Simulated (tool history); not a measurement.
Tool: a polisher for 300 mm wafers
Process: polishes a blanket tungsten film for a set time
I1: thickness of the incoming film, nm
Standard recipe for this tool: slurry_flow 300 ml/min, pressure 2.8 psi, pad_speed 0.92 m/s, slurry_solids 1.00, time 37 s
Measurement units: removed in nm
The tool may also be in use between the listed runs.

{"run": 1, "day": 0.0, "slurry_flow": 330, "pressure": 2.8, "pad_speed": 0.84, "slurry_solids": 1.0, "time": 37, "I1": 950.5, "removed": 103.8}
{"day": 2.4, "done": "slurry tank refilled with fresh slurry and peroxide"}
{"run": 2, "day": 2.421, "slurry_flow": 330, "pressure": 2.8, "pad_speed": 0.84, "slurry_solids": 1.0, "time": 37, "I1": 965.3, "removed": 103.5}
{"run": 3, "day": 4.488, "slurry_flow": 300, "pressure": 2.8, "pad_speed": 0.92, "slurry_solids": 1.2, "time": 37, "I1": 947.6, "removed": 109.9}
{"run": 4, "day": 6.288, "slurry_flow": 300, "pressure": 2.8, "pad_speed": 0.92, "slurry_solids": 1.2, "time": 37, "I1": 970.3, "removed": 110.4}
{"day": 6.508, "done": "worn pad replaced by a new one"}
{"run": 5, "day": 7.992, "slurry_flow": 300, "pressure": 2.8, "pad_speed": 0.92, "slurry_solids": 1.2, "time": 37, "I1": 951.6, "removed": 109.9}
{"day": 9.517, "done": "slurry tank refilled with fresh slurry and peroxide"}
{"day": 9.712, "done": "slurry blender recalibrated"}
{"run": 6, "day": 10.854, "slurry_flow": 300, "pressure": 2.8, "pad_speed": 0.92, "slurry_solids": 1.0, "time": 37, "I1": 954.3, "removed": 111.3}
{"run": 7, "day": 11.954, "slurry_flow": 300, "pressure": 2.8, "pad_speed": 0.92, "slurry_solids": 1.0, "time": 34, "I1": 958.2, "removed": 99.9}
{"day": 12.542, "done": "slurry nozzle cleaned"}
{"run": 8, "day": 13.604, "slurry_flow": 300, "pressure": 2.8, "pad_speed": 0.92, "slurry_solids": 1.0, "time": 34, "I1": 958.5, "removed": 101.2}
{"day": 15.371, "done": "worn pad replaced by a new one"}
{"day": 16.325, "done": "head pressure recalibrated"}
{"run": 9, "day": 16.554, "slurry_flow": 300, "pressure": 2.8, "pad_speed": 0.92, "slurry_solids": 1.0, "time": 37, "I1": 956.7, "removed": 108.2}
{"day": 18.308, "done": "slurry tank refilled with fresh slurry and peroxide"}
{"run": 10, "day": 19.342, "slurry_flow": 200, "pressure": 2.8, "pad_speed": 1.02, "slurry_solids": 1.0, "time": 37, "I1": 962.0, "removed": 110.2}
{"run": 11, "day": 21.508, "slurry_flow": 235, "pressure": 2.8, "pad_speed": 0.92, "slurry_solids": 0.75, "time": 37, "I1": 954.6, "removed": 98.8}
{"day": 23.396, "done": "worn pad replaced by a new one"}
{"day": 23.579, "done": "slurry blender recalibrated"}
{"day": 25.475, "done": "slurry tank refilled with fresh slurry and peroxide"}
{"run": 12, "day": 25.988, "slurry_flow": 300, "pressure": 2.8, "pad_speed": 0.92, "slurry_solids": 1.0, "time": 48, "I1": 954.9, "removed": 145.0}
{"day": 30.383, "done": "slurry nozzle cleaned"}
{"day": 30.754, "done": "worn pad replaced by a new one"}
{"run": 13, "day": 33.417, "slurry_flow": 300, "pressure": 2.8, "pad_speed": 0.92, "slurry_solids": 1.0, "time": 34, "I1": 947.0, "removed": 98.2}
{"day": 34.242, "done": "slurry tank refilled with fresh slurry and peroxide"}
{"run": 14, "day": 34.796, "slurry_flow": 300, "pressure": 2.8, "pad_speed": 0.92, "slurry_solids": 1.1, "time": 37, "I1": 959.9, "removed": 108.5}
{"run": 15, "day": 36.112, "slurry_flow": 250, "pressure": 2.8, "pad_speed": 1.0, "slurry_solids": 1.0, "time": 37, "I1": 960.5, "removed": 109.0}

What will run 16 give?
{"day": 36.879, "done": "slurry blender recalibrated"}
{"run": 16, "day": 37.425, "slurry_flow": 300, "pressure": 2.8, "pad_speed": 0.92, "slurry_solids": 1.0, "time": 37, "I1": 942.4, "removed": "?"}

Run 16 produced removed 111.6 nm.
With no hidden state in the tool, this same run would have given removed 111.9 nm.

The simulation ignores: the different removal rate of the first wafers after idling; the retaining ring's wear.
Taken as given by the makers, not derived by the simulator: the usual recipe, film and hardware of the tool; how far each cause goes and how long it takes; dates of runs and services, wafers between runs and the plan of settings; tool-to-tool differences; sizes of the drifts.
